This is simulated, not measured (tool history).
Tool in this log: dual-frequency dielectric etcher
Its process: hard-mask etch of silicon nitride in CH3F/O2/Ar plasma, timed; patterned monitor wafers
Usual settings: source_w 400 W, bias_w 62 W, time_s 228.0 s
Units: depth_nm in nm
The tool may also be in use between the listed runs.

run,hour,source_w,bias_w,time_s,"read-back reference wafer on the same gauge, depth_nm",depth_nm
1,0.0,450,62,228.0,109.9,142.2
2,17.4,450,62,228.0,110.0,142.4
3,24.6,450,62,228.0,110.0,142.0
4,42.5,400,62,228.0,109.9,136.2
5,57.6,400,50,228.0,110.0,126.5
6,68.8,400,50,228.0,110.1,126.6
7,81.0,400,62,228.0,110.0,135.4
8,91.0,400,62,228.0,110.0,135.4
9,97.0,400,57,228.0,110.0,131.7
10,113.8,400,57,228.0,110.0,131.8
11,120.9,400,57,228.0,110.0,131.6
# hour 133.3: bias power generator calibrated
12,134.7,400,55,228.0,110.0,129.8
13,152.0,400,55,228.0,110.0,129.7
14,165.1,400,55,228.0,110.0,129.9
# hour 167.5: gauge calibrated
# hour 190.1: wet clean of the chamber
15,190.6,400,62,228.0,110.0,137.9
16,191.0,400,54,264.0,110.0,153.2
17,200.3,400,54,228.0,110.0,131.9
18,215.7,400,62,228.0,110.0,138.0
19,230.2,470,76,278.0,110.0,190.7
# hour 258.0: upper electrode replaced
20,258.5,450,62,228.0,110.0,143.6
21,264.7,400,62,167.0,110.0,100.4
22,274.9,490,57,256.0,110.0,161.6
23,287.5,400,47,293.0,110.0,161.5
# hour 312.4: source power generator calibrated
24,333.3,450,62,228.0,110.0,143.0
25,349.1,400,62,256.5,110.0,153.9
26,357.8,400,62,228.0,110.0,136.7
27,374.4,370,62,228.0,110.0,132.8
28,392.0,490,71,270.5,109.9,182.5
29,403.2,370,54,271.0,110.0,151.1
30,411.4,300,49,228.0,110.0,113.7

Forecast each of these 3 alternatives for the next run:
A,411.9,400,62,228.0,?,?
B,411.9,300,49,269.5,?,?
C,411.9,330,77,265.5,?,?

run,"read-back reference wafer on the same gauge, depth_nm",depth_nm
A,110.0,136.1
B,110.0,134.2
C,110.0,159.0
Stripped of hidden state, with their random variation kept, the same runs would have yielded:
run,depth_nm
A,137.5
B,135.6
C,160.7
